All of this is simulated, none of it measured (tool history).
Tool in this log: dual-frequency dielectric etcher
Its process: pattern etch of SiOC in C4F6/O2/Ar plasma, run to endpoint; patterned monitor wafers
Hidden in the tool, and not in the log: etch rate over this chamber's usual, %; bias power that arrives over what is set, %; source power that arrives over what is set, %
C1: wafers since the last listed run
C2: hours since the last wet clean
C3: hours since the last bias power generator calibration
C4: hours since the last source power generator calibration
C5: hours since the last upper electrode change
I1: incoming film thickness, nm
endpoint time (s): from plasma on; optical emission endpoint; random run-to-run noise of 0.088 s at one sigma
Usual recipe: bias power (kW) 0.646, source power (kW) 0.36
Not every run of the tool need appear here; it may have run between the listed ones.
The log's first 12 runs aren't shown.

At hour 843.1: wet clean of the chamber.
At hour 920.4: upper electrode replaced.
Run 13, hour 920.9: usual settings but bias power (kW) 0.703; C1 1131; C2 77.8; C3 189.2; C4 4417.5; C5 0.5; I1 41.62. Result: endpoint time (s) 12.4.
At hour 954.3: source power generator calibrated.
Run 14, hour 1008: usual settings; C1 1502; C2 164.9; C3 276.3; C4 53.7; C5 87.6; I1 41.06. Result: endpoint time (s) 12.8.
Run 15, hour 1099.8: usual settings but bias power (kW) 0.491, source power (kW) 0.33; C1 1659; C2 256.7; C3 368.1; C4 145.5; C5 179.4; I1 41.57. Result: endpoint time (s) 15.5.
Run 16, hour 1165.3: usual settings but bias power (kW) 0.78; C1 1184; C2 322.2; C3 433.6; C4 211; C5 244.9; I1 41.12. Result: endpoint time (s) 11.6.
Run 17, hour 1247.4: usual settings but bias power (kW) 0.486, source power (kW) 0.32; C1 1484; C2 404.3; C3 515.7; C4 293.1; C5 327; I1 41.53. Result: endpoint time (s) 15.6.
Run 18, hour 1353.2: usual settings; C1 1912; C2 510.1; C3 621.5; C4 398.9; C5 432.8; I1 41.12. Result: endpoint time (s) 12.7.
At hour 1416.5: wet clean of the chamber.
Run 19, hour 1417: usual settings but bias power (kW) 0.54; C1 719; C2 0.5; C3 685.3; C4 462.7; C5 496.6; I1 41.23. Result: endpoint time (s) 14.
Run 20, hour 1465.6: usual settings; C1 878; C2 49.1; C3 733.9; C4 511.3; C5 545.2; I1 41.29. Result: endpoint time (s) 12.8.
Run 21, hour 1524.8: usual settings but bias power (kW) 0.545; C1 1070; C2 108.3; C3 793.1; C4 570.5; C5 604.4; I1 41.07. Result: endpoint time (s) 13.8.
Run 22, hour 1569.7: usual settings but bias power (kW) 0.743; C1 811; C2 153.2; C3 838; C4 615.4; C5 649.3; I1 41.69. Result: endpoint time (s) 12.2.
Run 23, hour 1621.2: usual settings but bias power (kW) 0.574, source power (kW) 0.28; C1 930; C2 204.7; C3 889.5; C4 666.9; C5 700.8; I1 41.55. Result: endpoint time (s) 15.2.
Run 24, hour 1686.6: usual settings but bias power (kW) 0.767, source power (kW) 0.32; C1 1182; C2 270.1; C3 954.9; C4 732.3; C5 766.2; I1 41.8. Result: endpoint time (s) 12.5.
Run 25, hour 1740.3: usual settings but bias power (kW) 0.495, source power (kW) 0.28; C1 970; C2 323.8; C3 1008.6; C4 786; C5 819.9; I1 41.58. Result: endpoint time (s) 16.1.
Run 26, hour 1814.4: usual settings but bias power (kW) 0.76, source power (kW) 0.43; C1 1339; C2 397.9; C3 1082.7; C4 860.1; C5 894; I1 41.76. Result: endpoint time (s) 11.2.
Run 27, hour 1874.1: usual settings but bias power (kW) 0.569, source power (kW) 0.41; C1 1079; C2 457.6; C3 1142.4; C4 919.8; C5 953.7; I1 41.68. Result: endpoint time (s) 13.2.
Run 28, hour 1952.8: usual settings; C1 1422; C2 536.3; C3 1221.1; C4 998.5; C5 1032.4; I1 41.34. Result: endpoint time (s) 13.

Run 29 comes next. What will it give?
Run 29, hour 1991.8: usual settings; C1 705; C2 575.3; C3 1260.1; C4 1037.5; C5 1071.4; I1 41.54. Result: endpoint time (s) ?.

{"run 29": {"endpoint time (s)": 12.9}}
Were there no unlogged condition in the tool, this run, its random variation unchanged, would have produced endpoint time (s) 12.9.

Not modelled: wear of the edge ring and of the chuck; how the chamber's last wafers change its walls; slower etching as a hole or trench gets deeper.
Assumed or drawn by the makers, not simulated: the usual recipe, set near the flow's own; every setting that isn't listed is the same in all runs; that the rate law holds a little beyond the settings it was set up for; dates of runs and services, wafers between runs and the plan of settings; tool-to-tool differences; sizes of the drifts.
